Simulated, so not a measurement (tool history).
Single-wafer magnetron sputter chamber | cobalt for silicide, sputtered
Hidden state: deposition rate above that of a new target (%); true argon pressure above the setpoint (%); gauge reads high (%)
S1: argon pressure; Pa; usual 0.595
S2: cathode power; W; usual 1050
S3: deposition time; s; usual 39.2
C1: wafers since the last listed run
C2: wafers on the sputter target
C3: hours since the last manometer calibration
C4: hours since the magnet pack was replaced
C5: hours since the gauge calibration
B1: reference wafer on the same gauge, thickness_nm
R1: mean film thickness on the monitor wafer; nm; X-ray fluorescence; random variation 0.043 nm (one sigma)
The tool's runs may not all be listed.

| run | hour | S1 | S2 | S3 | C1 | C2 | C3 | C4 | C5 | B1 | R1 |
|---|---|---|---|---|---|---|---|---|---|---|---|
| 1 | 0 | 0.595 | 1050 | 39.2 | 0 | 3098 | 674.9 | 10769 | 57.5 | 19.403 | 20.469 |
| 2 | 68.4 | 0.595 | 1050 | 39.2 | 1875 | 4973 | 743.3 | 10837.4 | 125.9 | 19.404 | 20.316 |
| 3 | 105.8 | 0.595 | 1050 | 39.2 | 1025 | 5999 | 780.7 | 10874.8 | 163.3 | 19.389 | 20.31 |
| 4 | 136.8 | 0.595 | 1050 | 39.2 | 849 | 6849 | 811.7 | 10905.8 | 194.3 | 19.398 | 20.284 |
| 5 | 168.6 | 0.595 | 1050 | 39.2 | 871 | 7720 | 843.5 | 10937.6 | 226.1 | 19.41 | 20.301 |
|  | 199.3 | sputter target and shields replaced |
| 6 | 214.6 | 0.595 | 1050 | 39.2 | 1041 | 420 | 889.5 | 10983.6 | 272.1 | 19.401 | 20.43 |
|  | 267.4 | magnet pack replaced |
| 7 | 283.2 | 0.595 | 1050 | 33.8 | 1661 | 2081 | 958.1 | 15.8 | 340.7 | 19.402 | 17.507 |
| 8 | 345.4 | 0.595 | 1050 | 43.8 | 1705 | 3786 | 1020.3 | 78 | 402.9 | 19.386 | 22.692 |
| 9 | 390 | 0.595 | 1050 | 39.2 | 1222 | 5008 | 1064.9 | 122.6 | 447.5 | 19.405 | 20.256 |
| 10 | 428.5 | 0.595 | 1050 | 39.2 | 1055 | 6064 | 1103.4 | 161.1 | 486 | 19.382 | 20.132 |
| 11 | 467.9 | 0.484 | 1050 | 39.2 | 1080 | 7144 | 1142.8 | 200.5 | 525.4 | 19.417 | 20.635 |
|  | 478.9 | gauge calibrated |
|  | 480.5 | capacitance manometer re-zeroed and calibrated |
|  | 518.7 | sputter target and shields replaced |
| 12 | 522.2 | 0.595 | 1200 | 45.5 | 1049 | 97 | 41.7 | 254.8 | 43.3 | 19.394 | 27.24 |
| 13 | 567.6 | 0.403 | 1200 | 45.4 | 1244 | 1341 | 87.1 | 300.2 | 88.7 | 19.421 | 28.547 |
| 14 | 599.6 | 0.595 | 1200 | 39.2 | 877 | 2219 | 119.1 | 332.2 | 120.7 | 19.415 | 23.531 |
| 15 | 656.4 | 0.595 | 1050 | 39.2 | 1557 | 3776 | 175.9 | 389 | 177.5 | 19.412 | 20.448 |

Forecast each of these 5 alternatives for the next run:
| A | 656.8 | 0.595 | 1050 | 39.2 | 10 | 3787 | 176.3 | 389.4 | 177.9 | ? | ? |
| B | 656.8 | 0.448 | 1250 | 33.5 | 10 | 3787 | 176.3 | 389.4 | 177.9 | ? | ? |
| C | 656.8 | 0.595 | 1250 | 39.2 | 10 | 3787 | 176.3 | 389.4 | 177.9 | ? | ? |
| D | 656.8 | 0.595 | 1250 | 45.4 | 10 | 3787 | 176.3 | 389.4 | 177.9 | ? | ? |
| E | 656.8 | 0.482 | 1050 | 39.2 | 10 | 3787 | 176.3 | 389.4 | 177.9 | ? | ? |

| run | B1 | R1 |
|---|---|---|
| A | 19.398 | 20.453 |
| B | 19.398 | 21.584 |
| C | 19.398 | 24.349 |
| D | 19.398 | 28.2 |
| E | 19.398 | 21.035 |
Without the tool's hidden state the same runs would have given:
| run | R1 |
|---|---|
| A | 20.621 |
| B | 21.748 |
| C | 24.549 |
| D | 28.432 |
| E | 21.199 |

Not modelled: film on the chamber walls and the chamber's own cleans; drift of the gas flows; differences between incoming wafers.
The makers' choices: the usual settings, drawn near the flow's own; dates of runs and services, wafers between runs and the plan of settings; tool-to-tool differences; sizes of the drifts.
